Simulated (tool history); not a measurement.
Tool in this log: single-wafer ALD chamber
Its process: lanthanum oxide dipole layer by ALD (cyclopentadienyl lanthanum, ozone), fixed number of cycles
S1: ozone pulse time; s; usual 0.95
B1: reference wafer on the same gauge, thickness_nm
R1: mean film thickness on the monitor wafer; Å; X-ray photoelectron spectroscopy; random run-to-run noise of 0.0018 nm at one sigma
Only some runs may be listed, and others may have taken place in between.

{"run": 1, "hour": 0.0, "S1": 0.95, "B1": 0.467, "R1": 4.84}
{"run": 2, "hour": 41.7, "S1": 0.95, "B1": 0.467, "R1": 4.82}
{"run": 3, "hour": 117.0, "S1": 0.95, "B1": 0.469, "R1": 4.83}
{"run": 4, "hour": 170.3, "S1": 0.95, "B1": 0.469, "R1": 4.86}
{"run": 5, "hour": 242.7, "S1": 0.95, "B1": 0.469, "R1": 4.88}
{"run": 6, "hour": 350.0, "S1": 0.95, "B1": 0.471, "R1": 4.88}
{"run": 7, "hour": 440.2, "S1": 0.95, "B1": 0.472, "R1": 4.89}
{"run": 8, "hour": 545.1, "S1": 0.95, "B1": 0.473, "R1": 4.92}
{"hour": 577.7, "done": "ozone generator serviced"}
{"run": 9, "hour": 631.6, "S1": 0.95, "B1": 0.475, "R1": 4.94}
{"run": 10, "hour": 687.4, "S1": 0.95, "B1": 0.475, "R1": 4.92}
{"run": 11, "hour": 757.9, "S1": 0.95, "B1": 0.476, "R1": 4.94}
{"run": 12, "hour": 808.9, "S1": 1.18, "B1": 0.476, "R1": 5.31}
{"run": 13, "hour": 884.4, "S1": 0.73, "B1": 0.478, "R1": 4.32}
{"run": 14, "hour": 952.6, "S1": 0.8, "B1": 0.478, "R1": 4.56}
{"run": 15, "hour": 990.9, "S1": 0.95, "B1": 0.479, "R1": 4.95}
{"run": 16, "hour": 1084.9, "S1": 0.95, "B1": 0.48, "R1": 5}
{"hour": 1142.3, "done": "thermocouple changed; heater temperature recalibrated"}
{"run": 17, "hour": 1153.7, "S1": 0.67, "B1": 0.481, "R1": 4.08}
{"hour": 1166.7, "done": "gauge calibrated"}
{"hour": 1230.5, "done": "showerhead replaced"}
{"run": 18, "hour": 1241.8, "S1": 1.16, "B1": 0.462, "R1": 5.14}
{"run": 19, "hour": 1298.1, "S1": 0.95, "B1": 0.462, "R1": 4.78}
{"hour": 1355.3, "done": "ozone generator serviced"}
{"run": 20, "hour": 1397.0, "S1": 0.76, "B1": 0.464, "R1": 4.31}
{"run": 21, "hour": 1502.6, "S1": 0.61, "B1": 0.465, "R1": 3.62}
{"run": 22, "hour": 1561.1, "S1": 0.66, "B1": 0.465, "R1": 3.89}
{"run": 23, "hour": 1599.9, "S1": 1.3, "B1": 0.466, "R1": 5.37}

Below, some changes in R1 between adjacent runs. For each, the amount present without the hidden state too (settings, incoming material, random variation) and the amount remaining for the hidden state with gauge scatter not shared by both compared results:
Hidden conditions of the tool in this case: wafer temperature above the value expected at the setpoint (K); ozone dose above that of a generator just serviced (%); gauge reads high (%).
Run 16 -> 17: S1 0.95 -> 0.67, thermocouple changed; heater temperature recalibrated. R1 -0.92 Å: hidden state -0.03, all else -0.89.
Run 17 -> 18: S1 0.67 -> 1.16, gauge calibrated, showerhead replaced. R1 +1.06 Å: hidden state -0.16, all else +1.22.
Run 22 -> 23: S1 0.66 -> 1.3. R1 +1.48 Å: hidden state +0.01, all else +1.47.

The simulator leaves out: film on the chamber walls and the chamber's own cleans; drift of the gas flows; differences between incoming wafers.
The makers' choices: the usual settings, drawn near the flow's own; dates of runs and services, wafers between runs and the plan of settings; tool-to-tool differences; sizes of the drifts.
